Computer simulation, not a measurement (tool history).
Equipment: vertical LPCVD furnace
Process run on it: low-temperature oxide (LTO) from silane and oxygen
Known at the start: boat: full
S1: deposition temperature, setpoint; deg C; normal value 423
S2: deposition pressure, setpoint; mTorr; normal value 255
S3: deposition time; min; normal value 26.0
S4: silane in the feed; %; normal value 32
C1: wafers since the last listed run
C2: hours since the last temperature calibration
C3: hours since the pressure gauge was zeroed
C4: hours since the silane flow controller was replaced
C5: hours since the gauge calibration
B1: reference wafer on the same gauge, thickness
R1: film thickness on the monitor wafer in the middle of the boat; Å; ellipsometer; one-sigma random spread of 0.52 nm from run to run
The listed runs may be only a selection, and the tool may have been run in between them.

run	hour	S1	S2	S3	S4	C1	C2	C3	C4	C5	B1	R1
1	0.0	423	255	26.0	32	0	1692.0	3324.6	4684.4	153.5	218.95	2800.0
2	15.8	423	255	26.0	32	205	1707.8	3340.4	4700.2	169.3	218.94	2803.7
3	22.0	423	280	26.0	35	80	1714.0	3346.6	4706.4	175.5	218.98	3466.0
4	32.7	427	220	26.0	32	138	1724.7	3357.3	4717.1	186.2	218.85	2542.0
5	42.3	427	220	26.0	32	124	1734.3	3366.9	4726.7	195.8	219.03	2544.9
6	48.9	427	220	26.0	32	85	1740.9	3373.5	4733.3	202.4	218.92	2528.5
7	65.0	419	210	26.0	32	208	1757.0	3389.6	4749.4	218.5	218.94	2220.6
8	78.7	423	255	21.5	32	177	1770.7	3403.3	4763.1	232.2	219.02	2341.8
9	89.1	423	255	26.0	32	134	1781.1	3413.7	4773.5	242.6	218.99	2819.8
10	98.7	423	255	26.0	32	124	1790.7	3423.3	4783.1	252.2	219.07	2819.4
# hour 126.8: silane flow controller replaced
11	127.3	423	255	26.0	32	59	1819.3	3451.9	0.5	280.8	219.07	2829.6
12	130.7	423	255	22.0	32	44	1822.7	3455.3	3.9	284.2	218.99	2391.1
13	134.1	423	255	22.0	32	44	1826.1	3458.7	7.3	287.6	219.00	2397.4
14	139.5	423	255	22.0	32	70	1831.5	3464.1	12.7	293.0	219.02	2392.3
# hour 145.5: gauge calibrated
# hour 163.6: pressure gauge zeroed
15	181.8	423	255	34.0	38	237	1873.8	18.2	55.0	36.3	219.09	4592.0
# hour 207.0: thermocouples replaced and temperature profile calibrated
16	207.5	429	290	26.0	30	22	0.5	43.9	80.7	62.0	219.05	2984.2
17	212.1	413	255	26.0	32	59	5.1	48.5	85.3	66.6	219.00	2415.8
18	221.5	413	290	23.0	32	121	14.5	57.9	94.7	76.0	218.98	2433.4
19	233.6	423	255	26.0	32	157	26.6	70.0	106.8	88.1	219.03	2697.6
20	248.6	423	255	18.5	32	194	41.6	85.0	121.8	103.1	218.97	1915.4
21	258.0	423	280	26.0	26	121	51.0	94.4	131.2	112.5	219.13	2207.2
22	271.5	423	275	29.5	29	175	64.5	107.9	144.7	126.0	218.98	2879.0
23	288.4	412	195	26.0	32	219	81.4	124.8	161.6	142.9	218.97	1826.1
24	298.5	423	195	35.0	32	131	91.5	134.9	171.7	153.0	218.96	2784.5

Run 25 comes next. What will it give?
25	315.9	423	255	26.0	32	225	108.9	152.3	189.1	170.4	?	?

B1: 218.95
R1: 2698.8 Å
On a tool with no hidden condition, and with the same random variation, this run would have come out at R1 2697.2 Å.
